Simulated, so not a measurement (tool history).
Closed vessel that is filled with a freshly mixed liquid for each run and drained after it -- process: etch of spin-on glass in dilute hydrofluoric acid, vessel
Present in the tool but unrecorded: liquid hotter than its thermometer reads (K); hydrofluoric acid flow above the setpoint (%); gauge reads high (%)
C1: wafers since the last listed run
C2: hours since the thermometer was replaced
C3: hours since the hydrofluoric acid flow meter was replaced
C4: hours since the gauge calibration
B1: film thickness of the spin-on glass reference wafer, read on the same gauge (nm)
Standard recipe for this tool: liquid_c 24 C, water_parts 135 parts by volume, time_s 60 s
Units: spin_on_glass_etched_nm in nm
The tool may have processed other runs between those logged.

run 1 day=0 | liquid_c=24 water_parts=135 time_s=60 | C1=0 C2=2384 C3=1217.3 C4=1670.4 | B1=137.13 | spin_on_glass_etched_nm=29.2
run 2 day=4.421 | liquid_c=24 water_parts=135 time_s=60 | C1=11236 C2=2490.1 C3=1323.4 C4=1776.5 | B1=136.78 | spin_on_glass_etched_nm=29.51
run 3 day=7.858 | liquid_c=24 water_parts=135 time_s=40 | C1=8736 C2=2572.6 C3=1405.9 C4=1859 | B1=136.52 | spin_on_glass_etched_nm=19.68
run 4 day=9.8 | liquid_c=24 water_parts=135 time_s=40 | C1=4935 C2=2619.2 C3=1452.5 C4=1905.6 | B1=136.35 | spin_on_glass_etched_nm=19.42
run 5 day=11.3 | liquid_c=24 water_parts=135 time_s=60 | C1=3812 C2=2655.2 C3=1488.5 C4=1941.6 | B1=136.22 | spin_on_glass_etched_nm=29.47
-- day=11.65 hydrofluoric acid flow meter replaced
run 6 day=15.679 | liquid_c=24 water_parts=135 time_s=60 | C1=11024 C2=2760.3 C3=96.7 C4=2046.7 | B1=135.83 | spin_on_glass_etched_nm=29.38
run 7 day=19.021 | liquid_c=24 water_parts=135 time_s=60 | C1=8493 C2=2840.5 C3=176.9 C4=2126.9 | B1=135.55 | spin_on_glass_etched_nm=29.63
run 8 day=20.967 | liquid_c=24 water_parts=135 time_s=60 | C1=4945 C2=2887.2 C3=223.6 C4=2173.6 | B1=135.35 | spin_on_glass_etched_nm=29.46
-- day=21.446 gauge calibrated
run 9 day=22.917 | liquid_c=24 water_parts=135 time_s=60 | C1=4956 C2=2934 C3=270.4 C4=35.3 | B1=139.41 | spin_on_glass_etched_nm=29.94
run 10 day=24.554 | liquid_c=19.5 water_parts=200 time_s=60 | C1=4161 C2=2973.3 C3=309.7 C4=74.6 | B1=139.34 | spin_on_glass_etched_nm=15.87
run 11 day=28.412 | liquid_c=21 water_parts=155 time_s=40 | C1=9806 C2=3065.9 C3=402.3 C4=167.2 | B1=139.34 | spin_on_glass_etched_nm=15.44
run 12 day=30.367 | liquid_c=22 water_parts=135 time_s=60 | C1=4966 C2=3112.8 C3=449.2 C4=214.1 | B1=139.34 | spin_on_glass_etched_nm=27.87
-- day=31.3 thermometer replaced
run 13 day=32.525 | liquid_c=24 water_parts=105 time_s=60 | C1=5379 C2=29.4 C3=501 C4=265.9 | B1=139.32 | spin_on_glass_etched_nm=40.24
run 14 day=35.858 | liquid_c=22.5 water_parts=195 time_s=75 | C1=8472 C2=109.4 C3=581 C4=345.9 | B1=139.25 | spin_on_glass_etched_nm=23.02
run 15 day=39.675 | liquid_c=20.5 water_parts=185 time_s=60 | C1=9700 C2=201 C3=672.6 C4=437.5 | B1=139.22 | spin_on_glass_etched_nm=18.1
run 16 day=41.208 | liquid_c=19 water_parts=135 time_s=60 | C1=3897 C2=237.8 C3=709.4 C4=474.3 | B1=139.21 | spin_on_glass_etched_nm=24.87
run 17 day=43.138 | liquid_c=24 water_parts=135 time_s=50 | C1=4903 C2=284.1 C3=755.7 C4=520.6 | B1=139.16 | spin_on_glass_etched_nm=25.03
run 18 day=45.504 | liquid_c=22.5 water_parts=170 time_s=60 | C1=6015 C2=340.9 C3=812.5 C4=577.4 | B1=139.12 | spin_on_glass_etched_nm=21.76
run 19 day=48.638 | liquid_c=24 water_parts=135 time_s=60 | C1=7963 C2=416.1 C3=887.7 C4=652.6 | B1=139.01 | spin_on_glass_etched_nm=29.83
run 20 day=52.867 | liquid_c=19.5 water_parts=190 time_s=60 | C1=10749 C2=517.6 C3=989.2 C4=754.1 | B1=138.9 | spin_on_glass_etched_nm=16.81
run 21 day=54.788 | liquid_c=24 water_parts=165 time_s=95 | C1=4882 C2=563.7 C3=1035.3 C4=800.2 | B1=138.83 | spin_on_glass_etched_nm=37.63
run 22 day=59.042 | liquid_c=24 water_parts=135 time_s=60 | C1=10812 C2=665.8 C3=1137.4 C4=902.3 | B1=138.65 | spin_on_glass_etched_nm=30.14
run 23 day=61.871 | liquid_c=24 water_parts=135 time_s=60 | C1=7190 C2=733.7 C3=1205.3 C4=970.2 | B1=138.57 | spin_on_glass_etched_nm=29.92
run 24 day=63.712 | liquid_c=27 water_parts=170 time_s=60 | C1=4680 C2=777.9 C3=1249.5 C4=1014.4 | B1=138.44 | spin_on_glass_etched_nm=25.49
run 25 day=67.896 | liquid_c=29 water_parts=170 time_s=80 | C1=10632 C2=878.3 C3=1349.9 C4=1114.8 | B1=138.27 | spin_on_glass_etched_nm=36.58
run 26 day=69.775 | liquid_c=26 water_parts=190 time_s=75 | C1=4776 C2=923.4 C3=1395 C4=1159.9 | B1=138.16 | spin_on_glass_etched_nm=26.82
run 27 day=73.979 | liquid_c=25.5 water_parts=135 time_s=60 | C1=10685 C2=1024.3 C3=1495.9 C4=1260.8 | B1=137.94 | spin_on_glass_etched_nm=31.63
run 28 day=76.679 | liquid_c=24 water_parts=135 time_s=35 | C1=6862 C2=1089.1 C3=1560.7 C4=1325.6 | B1=137.78 | spin_on_glass_etched_nm=17.25
run 29 day=80.421 | liquid_c=27.5 water_parts=135 time_s=60 | C1=9510 C2=1178.9 C3=1650.5 C4=1415.4 | B1=137.58 | spin_on_glass_etched_nm=33.4
run 30 day=82.238 | liquid_c=19 water_parts=135 time_s=90 | C1=4617 C2=1222.5 C3=1694.1 C4=1459 | B1=137.47 | spin_on_glass_etched_nm=36.1
-- day=84.725 hydrofluoric acid flow meter replaced
run 31 day=86.529 | liquid_c=19.5 water_parts=135 time_s=70 | C1=10802 C2=1325.5 C3=43.3 C4=1562 | B1=137.19 | spin_on_glass_etched_nm=28.95
run 32 day=88.254 | liquid_c=24 water_parts=135 time_s=60 | C1=4384 C2=1366.9 C3=84.7 C4=1603.4 | B1=137.04 | spin_on_glass_etched_nm=29.74

Hidden state at the last listed run before each entry between runs and at the first one after, where it differs:
Runs 5 to 6: hydrofluoric acid flow meter replaced (day 11.65)
  gauge reads high (%): -2.7 -> -2.97
  measured value less the no-hidden-state value, spin_on_glass_etched_nm: -0.81 -> -0.9 nm
Runs 8 to 9: gauge calibrated (day 21.446)
  gauge reads high (%): -3.32 -> -0.43
  measured value less the no-hidden-state value, spin_on_glass_etched_nm: -1.01 -> -0.13 nm
Runs 12 to 13: thermometer replaced (day 31.3)
  gauge reads high (%): -0.459 -> -0.475
  measured value less the no-hidden-state value, spin_on_glass_etched_nm: -0.13 -> -0.19 nm
Runs 30 to 31: hydrofluoric acid flow meter replaced (day 84.725)
  gauge reads high (%): -1.82 -> -2.03
  measured value less the no-hidden-state value, spin_on_glass_etched_nm: -0.67 -> -0.59 nm
